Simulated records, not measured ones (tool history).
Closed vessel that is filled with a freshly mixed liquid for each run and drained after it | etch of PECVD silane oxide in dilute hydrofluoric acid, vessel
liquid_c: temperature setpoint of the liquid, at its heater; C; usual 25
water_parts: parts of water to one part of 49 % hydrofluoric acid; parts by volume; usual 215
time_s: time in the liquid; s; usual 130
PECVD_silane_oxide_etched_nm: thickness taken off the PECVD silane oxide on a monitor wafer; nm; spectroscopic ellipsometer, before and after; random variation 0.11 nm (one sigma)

run   hour  liquid_c  water_parts  time_s  wafers since the last listed run  hours since the thermometer was replaced  hours since the hydrofluoric acid flow meter was replaced  hours since the gauge calibration  read-back film thickness of the PECVD silane oxide reference wafer, read on the same gauge (nm)  PECVD_silane_oxide_etched_nm
  1      0        25          215     130                                 0                                     602.8                                                      850.2                                860                                                                                            29.98                         29.77
  2   82.7      27.5          215     130                             10846                                     685.5                                                      932.9                              942.7                                                                                            29.96                         32.81
  3   94.7        25          215     130                              1573                                     697.5                                                      944.9                              954.7                                                                                            29.99                         29.89
  4  109.4        25          215     130                              1927                                     712.2                                                      959.6                              969.4                                                                                            29.99                         29.98
  5  141.7        28          215     130                              4236                                     744.5                                                      991.9                             1001.7                                                                                            30.01                         33.41
  6  166.1        25          215     155                              3200                                     768.9                                                     1016.3                             1026.1                                                                                               30                            36
  7  188.5        25          215     155                              2937                                     791.3                                                     1038.7                             1048.5                                                                                            30.03                         35.84
  8  216.6        25          215     155                              3685                                     819.4                                                     1066.8                             1076.6                                                                                            29.99                         36.12
  9  247.5      23.5          215     130                              4052                                     850.3                                                     1097.7                             1107.5                                                                                            30.01                         28.68
 10  265.7      23.5          215     130                              2387                                     868.5                                                     1115.9                             1125.7                                                                                            29.95                          28.8
 11  290.6        25          215     130                              3265                                     893.4                                                     1140.8                             1150.6                                                                                            29.98                         30.29
 12  335.2        25          215      75                              5849                                       938                                                     1185.4                             1195.2                                                                                            30.02                         17.48
 13  359.1        25          215     100                              3134                                     961.9                                                     1209.3                             1219.1                                                                                            29.98                         23.42
 14  388.2        29          110      60                              3816                                       991                                                     1238.4                             1248.2                                                                                            29.99                         36.02
       398  -- thermometer replaced
     415.6  -- gauge calibrated
 15  421.5        25          215      90                              4236                                      23.5                                                     1271.7                                5.9                                                                                               30                         21.13
 16  473.1        23          215      95                              6767                                      75.1                                                     1323.3                               57.5                                                                                               30                         20.64
 17  490.4        25          215     130                              2268                                      92.4                                                     1340.6                               74.8                                                                                            30.02                         30.49
 18  519.8        21          175     130                              3855                                     121.8                                                       1370                              104.2                                                                                            30.01                         33.72

Run 19 comes next. What will it give?
     528.1  -- hydrofluoric acid flow meter replaced
 19  553.4        25          215     130                              4275                                     155.4                                                       25.3                              137.8                                                                                                ?                             ?

Run 19 gave read-back film thickness of the PECVD silane oxide reference wafer, read on the same gauge (nm) 30.01, PECVD_silane_oxide_etched_nm 28.87 nm.
Without the tool's hidden state the same run would have given PECVD_silane_oxide_etched_nm 28.68 nm.
